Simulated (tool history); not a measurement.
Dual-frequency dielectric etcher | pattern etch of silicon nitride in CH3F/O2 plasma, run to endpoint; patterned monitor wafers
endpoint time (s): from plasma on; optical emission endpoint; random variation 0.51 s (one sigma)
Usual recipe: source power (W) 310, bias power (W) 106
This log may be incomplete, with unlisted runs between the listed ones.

run   hour  source power (W)  bias power (W)  wafers since the last listed run  hours since the last wet clean  hours since the last source power generator calibration  hours since the last bias power generator calibration  hours since the last upper electrode change  incoming incoming film thickness, nm  endpoint time (s)
  1    0.0               310             122                                 0                           317.5                                                   4496.6                                                 2503.1                                       1580.6                                  94.9              112.6
  2   48.8               310             122                               293                           366.3                                                   4545.4                                                 2551.9                                       1629.4                                  93.9              112.8
      79.7  -- wet clean of the chamber
  3   99.4               310             122                               160                            19.7                                                   4596.0                                                 2602.5                                       1680.0                                  93.8              107.3
  4  206.7               310             106                               645                           127.0                                                   4703.3                                                 2709.8                                       1787.3                                  92.8              110.6
  5  318.6               310             106                               673                           238.9                                                   4815.2                                                 2821.7                                       1899.2                                  94.5              115.2
  6  378.2               310             106                               358                           298.5                                                   4874.8                                                 2881.3                                       1958.8                                  94.0              115.7
     473.2  -- wet clean of the chamber
  7  473.7               310             106                               430                             0.5                                                   4970.3                                                 2976.8                                       2054.3                                  94.4              112.2
     609.8  -- source power generator calibrated
  8  613.0               360             122                               813                           139.8                                                      3.2                                                 3116.1                                       2193.6                                  93.2              101.8
     680.0  -- bias power generator calibrated
  9  702.8               310             122                               516                           229.6                                                     93.0                                                   22.8                                       2283.4                                  93.5              109.2
     738.0  -- upper electrode replaced
 10  809.0               240             106                               494                           335.8                                                    199.2                                                  129.0                                         71.0                                  93.6              128.7
 11  845.3               280             129                               218                           372.1                                                    235.5                                                  165.3                                        107.3                                  92.5              112.5
     894.9  -- wet clean of the chamber
 12  895.4               350             114                               157                             0.5                                                    285.6                                                  215.4                                        157.4                                  93.8              104.4
 13  948.8               260              93                               321                            53.9                                                    339.0                                                  268.8                                        210.8                                  94.0              126.3
 14  991.2               310             106                               255                            96.3                                                    381.4                                                  311.2                                        253.2                                  93.7              113.3

Consider 4 possible next runs. They are alternatives, not a sequence: every one starts from the tool as it was left by run 14. What does each give?
  A  991.7               310              93                                 3                            96.8                                                    381.9                                                  311.7                                        253.7                                  92.4                  ?
  B  991.7               290             128                                 3                            96.8                                                    381.9                                                  311.7                                        253.7                                  92.4                  ?
  C  991.7               340             113                                 3                            96.8                                                    381.9                                                  311.7                                        253.7                                  92.4                  ?
  D  991.7               380             106                                 3                            96.8                                                    381.9                                                  311.7                                        253.7                                  92.4                  ?

run  endpoint time (s)
  A              115.8
  B              108.8
  C              106.0
  D              103.3
What these runs would have given with no unlogged condition in the tool:
run  endpoint time (s)
  A              114.2
  B              107.3
  C              104.5
  D              101.8
